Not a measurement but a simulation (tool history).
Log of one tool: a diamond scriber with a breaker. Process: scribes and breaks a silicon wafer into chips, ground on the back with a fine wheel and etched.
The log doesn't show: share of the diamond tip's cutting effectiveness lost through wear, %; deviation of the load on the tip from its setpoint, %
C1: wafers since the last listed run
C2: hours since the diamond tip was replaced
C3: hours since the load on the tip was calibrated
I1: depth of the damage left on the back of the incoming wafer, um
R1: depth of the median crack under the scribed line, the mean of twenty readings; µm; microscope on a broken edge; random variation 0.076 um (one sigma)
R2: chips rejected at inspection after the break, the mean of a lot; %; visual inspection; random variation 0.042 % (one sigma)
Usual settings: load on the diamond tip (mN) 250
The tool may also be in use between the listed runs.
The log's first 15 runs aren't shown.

Run 16, day 15.829: usual settings but load on the diamond tip (mN) 275; C1 94; C2 104.1; C3 1775.5; I1 0.65. Result: R1 7.23 µm, R2 0.66 %.
Run 17, day 17.267: usual settings but load on the diamond tip (mN) 235; C1 92; C2 138.6; C3 1810; I1 0.42. Result: R1 6.8 µm, R2 1.31 %.
Run 18, day 17.771: usual settings but load on the diamond tip (mN) 176; C1 32; C2 150.7; C3 1822.1; I1 0.6. Result: R1 5.8 µm, R2 6.19 %.
Run 19, day 18.704: usual settings but load on the diamond tip (mN) 176; C1 59; C2 173.1; C3 1844.5; I1 0.67. Result: R1 5.83 µm, R2 6.79 %.
Run 20, day 19.733: usual settings but load on the diamond tip (mN) 182; C1 66; C2 197.8; C3 1869.2; I1 0.53. Result: R1 5.93 µm, R2 5.42 %.
Run 21, day 21.196: usual settings; C1 93; C2 232.9; C3 1904.3; I1 0.69. Result: R1 6.91 µm, R2 1.18 %.
At day 22.125: diamond tip replaced by a new one.
Run 22, day 22.383: usual settings but load on the diamond tip (mN) 277; C1 70; C2 6.2; C3 1932.8; I1 0.63. Result: R1 7.31 µm, R2 0.63 %.
At day 22.871: load on the tip recalibrated.
Run 23, day 23.217: usual settings but load on the diamond tip (mN) 319; C1 48; C2 26.2; C3 8.3; I1 0.79. Result: R1 7.49 µm, R2 0.64 %.
Run 24, day 23.838: usual settings; C1 39; C2 41.1; C3 23.2; I1 0.61. Result: R1 6.59 µm, R2 1.75 %.
Run 25, day 24.796: usual settings but load on the diamond tip (mN) 273; C1 61; C2 64.1; C3 46.2; I1 0.77. Result: R1 6.89 µm, R2 1.11 %.
Run 26, day 25.854: usual settings but load on the diamond tip (mN) 321; C1 67; C2 89.5; C3 71.6; I1 0.44. Result: R1 7.66 µm, R2 0.64 %.
Run 27, day 26.571: usual settings but load on the diamond tip (mN) 320; C1 46; C2 106.7; C3 88.8; I1 0.78. Result: R1 7.51 µm, R2 0.66 %.
Run 28, day 27.788: usual settings; C1 78; C2 135.9; C3 118; I1 0.49. Result: R1 6.72 µm, R2 1.43 %.
At day 28.8: load on the tip recalibrated, repeated, since the last time left the tool worse.
Run 29, day 28.908: usual settings but load on the diamond tip (mN) 319; C1 66; C2 162.8; C3 2.6; I1 0.53. Result: R1 8.29 µm, R2 2.21 %.
Run 30, day 30.333: usual settings but load on the diamond tip (mN) 191; C1 91; C2 197; C3 36.8; I1 0.42. Result: R1 6.41 µm, R2 2.42 %.
Run 31, day 31.025: usual settings but load on the diamond tip (mN) 184; C1 44; C2 213.6; C3 53.4; I1 0.48. Result: R1 6.21 µm, R2 3.15 %.
Run 32, day 32.342: usual settings but load on the diamond tip (mN) 284; C1 84; C2 245.2; C3 85; I1 0.41. Result: R1 7.69 µm, R2 1.08 %.
At day 33.662: diamond tip replaced by a new one.
Run 33, day 33.767: usual settings; C1 86; C2 2.5; C3 119.2; I1 0.47. Result: R1 7.2 µm, R2 0.53 %.
Run 34, day 34.533: usual settings but load on the diamond tip (mN) 278; C1 49; C2 20.9; C3 137.6; I1 0.61. Result: R1 7.78 µm, R2 0.86 %.
Run 35, day 35.217: usual settings but load on the diamond tip (mN) 224; C1 43; C2 37.3; C3 154; I1 0.78. Result: R1 6.98 µm, R2 0.99 %.

Forecast each of these 3 alternatives for the next run:
Run A, day 35.238: usual settings but load on the diamond tip (mN) 220; C1 1; C2 37.8; C3 154.5; I1 0.7. Result: R1 ?, R2 ?.
Run B, day 35.238: usual settings but load on the diamond tip (mN) 286; C1 1; C2 37.8; C3 154.5; I1 0.7. Result: R1 ?, R2 ?.
Run C, day 35.238: usual settings but load on the diamond tip (mN) 293; C1 1; C2 37.8; C3 154.5; I1 0.7. Result: R1 ?, R2 ?.

run    R1    R2
  A  6.77     1
  B  7.71  1.06
  C   7.8  1.26
Without the tool's hidden state the same runs would have given:
run    R1    R2
  A  6.76     1
  B   7.7  1.06
  C   7.8  1.25
